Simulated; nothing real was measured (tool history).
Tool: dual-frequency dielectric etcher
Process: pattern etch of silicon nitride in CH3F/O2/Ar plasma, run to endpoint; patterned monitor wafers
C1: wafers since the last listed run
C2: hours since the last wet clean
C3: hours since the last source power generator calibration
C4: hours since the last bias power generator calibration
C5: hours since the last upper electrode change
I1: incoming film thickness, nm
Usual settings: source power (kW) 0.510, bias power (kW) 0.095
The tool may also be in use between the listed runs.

Run 1, hour 0.0: usual settings but bias power (kW) 0.080; C1 0; C2 646.8; C3 1965.4; C4 1041.0; C5 2729.6; I1 34.22. Result: endpoint time (s) 42.0.
At hour 67.4: wet clean of the chamber.
Run 2, hour 67.9: usual settings but bias power (kW) 0.080; C1 397; C2 0.5; C3 2033.3; C4 1108.9; C5 2797.5; I1 33.42. Result: endpoint time (s) 40.1.
Run 3, hour 125.9: usual settings but bias power (kW) 0.080; C1 525; C2 58.5; C3 2091.3; C4 1166.9; C5 2855.5; I1 34.07. Result: endpoint time (s) 41.0.
Run 4, hour 162.4: usual settings; C1 330; C2 95.0; C3 2127.8; C4 1203.4; C5 2892.0; I1 34.09. Result: endpoint time (s) 38.3.
Run 5, hour 224.4: usual settings; C1 561; C2 157.0; C3 2189.8; C4 1265.4; C5 2954.0; I1 33.92. Result: endpoint time (s) 38.4.
Run 6, hour 485.0: usual settings; C1 2360; C2 417.6; C3 2450.4; C4 1526.0; C5 3214.6; I1 33.79. Result: endpoint time (s) 38.5.
Run 7, hour 565.8: usual settings but bias power (kW) 0.102; C1 731; C2 498.4; C3 2531.2; C4 1606.8; C5 3295.4; I1 33.96. Result: endpoint time (s) 37.5.
At hour 647.3: source power generator calibrated.
Run 8, hour 660.9: usual settings but source power (kW) 0.430; C1 825; C2 593.5; C3 13.6; C4 1701.9; C5 3390.5; I1 33.71. Result: endpoint time (s) 42.4.
At hour 725.2: wet clean of the chamber.
Run 9, hour 728.0: usual settings but source power (kW) 0.430; C1 390; C2 2.8; C3 80.7; C4 1769.0; C5 3457.6; I1 33.90. Result: endpoint time (s) 44.2.
Run 10, hour 782.8: usual settings; C1 496; C2 57.6; C3 135.5; C4 1823.8; C5 3512.4; I1 33.68. Result: endpoint time (s) 39.9.
Run 11, hour 823.1: usual settings but source power (kW) 0.640, bias power (kW) 0.115; C1 365; C2 97.9; C3 175.8; C4 1864.1; C5 3552.7; I1 34.11. Result: endpoint time (s) 32.9.
Run 12, hour 877.5: usual settings; C1 492; C2 152.3; C3 230.2; C4 1918.5; C5 3607.1; I1 33.56. Result: endpoint time (s) 39.4.
Run 13, hour 924.7: usual settings; C1 427; C2 199.5; C3 277.4; C4 1965.7; C5 3654.3; I1 33.98. Result: endpoint time (s) 40.3.
Run 14, hour 999.6: usual settings; C1 678; C2 274.4; C3 352.3; C4 2040.6; C5 3729.2; I1 33.97. Result: endpoint time (s) 40.0.
At hour 1061.0: wet clean of the chamber, repeated, since the last time left the tool worse.
Run 15, hour 1075.7: usual settings but source power (kW) 0.430, bias power (kW) 0.084; C1 471; C2 14.7; C3 428.4; C4 2116.7; C5 3805.3; I1 33.89. Result: endpoint time (s) 44.0.
Run 16, hour 1145.5: usual settings but source power (kW) 0.440; C1 632; C2 84.5; C3 498.2; C4 2186.5; C5 3875.1; I1 34.16. Result: endpoint time (s) 41.4.
At hour 1227.7: upper electrode replaced.
Run 17, hour 1244.2: usual settings but source power (kW) 0.460, bias power (kW) 0.082; C1 676; C2 183.2; C3 596.9; C4 2285.2; C5 16.5; I1 34.23. Result: endpoint time (s) 44.2.
At hour 1249.6: bias power generator calibrated.
Run 18, hour 1282.2: usual settings but source power (kW) 0.390, bias power (kW) 0.080; C1 307; C2 221.2; C3 634.9; C4 32.6; C5 54.5; I1 33.92. Result: endpoint time (s) 48.6.
Run 19, hour 1383.5: usual settings but source power (kW) 0.400, bias power (kW) 0.106; C1 917; C2 322.5; C3 736.2; C4 133.9; C5 155.8; I1 33.79. Result: endpoint time (s) 42.2.
Run 20, hour 1471.6: usual settings but source power (kW) 0.580, bias power (kW) 0.081; C1 798; C2 410.6; C3 824.3; C4 222.0; C5 243.9; I1 34.38. Result: endpoint time (s) 38.3.
Run 21, hour 1579.5: usual settings but source power (kW) 0.570, bias power (kW) 0.080; C1 977; C2 518.5; C3 932.2; C4 329.9; C5 351.8; I1 33.69. Result: endpoint time (s) 38.9.

Forecast each of these 5 alternatives for the next run:
Run A, hour 1579.9: usual settings but source power (kW) 0.460; C1 3; C2 518.9; C3 932.6; C4 330.3; C5 352.2; I1 34.20. Result: endpoint time (s) ?.
Run B, hour 1579.9: usual settings but source power (kW) 0.440, bias power (kW) 0.108; C1 3; C2 518.9; C3 932.6; C4 330.3; C5 352.2; I1 34.20. Result: endpoint time (s) ?.
Run C, hour 1579.9: usual settings but source power (kW) 0.640, bias power (kW) 0.103; C1 3; C2 518.9; C3 932.6; C4 330.3; C5 352.2; I1 34.20. Result: endpoint time (s) ?.
Run D, hour 1579.9: usual settings but source power (kW) 0.570, bias power (kW) 0.085; C1 3; C2 518.9; C3 932.6; C4 330.3; C5 352.2; I1 34.20. Result: endpoint time (s) ?.
Run E, hour 1579.9: usual settings but source power (kW) 0.620; C1 3; C2 518.9; C3 932.6; C4 330.3; C5 352.2; I1 34.20. Result: endpoint time (s) ?.

run  endpoint time (s)
  A               41.9
  B               40.9
  C               33.5
  D               38.5
  E               35.2
Without the tool's hidden state the same runs would have given:
run  endpoint time (s)
  A               40.9
  B               39.9
  C               32.7
  D               37.6
  E               34.3

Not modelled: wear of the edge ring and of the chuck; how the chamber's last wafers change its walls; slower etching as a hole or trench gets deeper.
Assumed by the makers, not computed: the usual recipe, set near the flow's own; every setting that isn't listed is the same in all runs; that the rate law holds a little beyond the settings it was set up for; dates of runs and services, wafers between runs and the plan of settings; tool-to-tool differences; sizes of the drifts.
